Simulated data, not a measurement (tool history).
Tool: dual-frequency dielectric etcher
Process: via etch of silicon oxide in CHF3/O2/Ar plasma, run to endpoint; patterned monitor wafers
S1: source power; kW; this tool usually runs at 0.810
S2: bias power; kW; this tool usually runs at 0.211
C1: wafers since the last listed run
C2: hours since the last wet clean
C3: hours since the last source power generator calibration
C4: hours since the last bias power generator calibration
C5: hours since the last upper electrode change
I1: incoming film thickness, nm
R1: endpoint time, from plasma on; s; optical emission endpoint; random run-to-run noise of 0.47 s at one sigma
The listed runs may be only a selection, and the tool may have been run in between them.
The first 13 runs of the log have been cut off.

run   hour     S1     S2   C1     C2      C3      C4      C5     I1     R1
 14  312.5  0.730  0.169  162  417.8  1357.0  1827.5  3017.6  396.1  169.9
 15  339.6  0.730  0.169  130  444.9  1384.1  1854.6  3044.7  394.4  168.8
 16  358.5  0.730  0.169   90  463.8  1403.0  1873.5  3063.6  396.4  169.7
     418.4  -- upper electrode replaced
 17  434.0  0.810  0.252  247  539.3  1478.5  1949.0    15.6  394.9  144.6
     483.8  -- wet clean of the chamber
 18  484.3  0.810  0.252  126    0.5  1528.8  1999.3    65.9  395.2  149.7
 19  493.0  0.810  0.211   41    9.2  1537.5  2008.0    74.6  394.0  157.2
 20  524.9  0.810  0.211  153   41.1  1569.4  2039.9   106.5  393.2  157.9
     555.6  -- bias power generator calibrated
 21  559.3  0.730  0.169  146   75.5  1603.8     3.7   140.9  397.0  175.7
 22  581.2  0.890  0.160  105   97.4  1625.7    25.6   162.8  394.1  167.7
 23  612.2  0.810  0.211  148  128.4  1656.7    56.6   193.8  397.0  158.6
 24  642.3  0.620  0.195  144  158.5  1686.8    86.7   223.9  393.9  171.6
 25  668.0  0.810  0.263  123  184.2  1712.5   112.4   249.6  390.8  144.1
 26  682.6  0.870  0.170   70  198.8  1727.1   127.0   264.2  393.1  164.0
     711.8  -- source power generator calibrated
 27  712.3  0.950  0.233  123  228.5     0.5   156.7   293.9  395.7  145.2
 28  725.7  0.810  0.255   64  241.9    13.9   170.1   307.3  395.9  146.4
 29  758.5  0.810  0.211  157  274.7    46.7   202.9   340.1  396.4  156.8
 30  794.4  0.660  0.190  172  310.6    82.6   238.8   376.0  395.7  171.1
 31  818.5  0.810  0.211  115  334.7   106.7   262.9   400.1  397.0  157.0
 32  830.6  0.740  0.211   58  346.8   118.8   275.0   412.2  398.7  161.3
 33  851.5  0.680  0.227  100  367.7   139.7   295.9   433.1  394.6  158.8
 34  873.3  0.810  0.211  104  389.5   161.5   317.7   454.9  393.3  154.8
 35  886.3  1.010  0.195   62  402.5   174.5   330.7   467.9  394.4  148.9
 36  918.2  0.810  0.242  153  434.4   206.4   362.6   499.8  393.8  147.3

Predict each of these 3 candidate next runs independently; none follows another, all start after run 36:
  A  918.7  0.970  0.211   2  434.9  206.9  363.1  500.3  396.4   ?
  B  918.7  0.810  0.244   2  434.9  206.9  363.1  500.3  396.4   ?
  C  918.7  0.930  0.166   2  434.9  206.9  363.1  500.3  396.4   ?

run     R1
  A  147.6
  B  147.9
  C  161.5
With the hidden condition removed and each run's random variation left untouched, the same runs would have given:
run     R1
  A  150.3
  B  150.6
  C  164.4
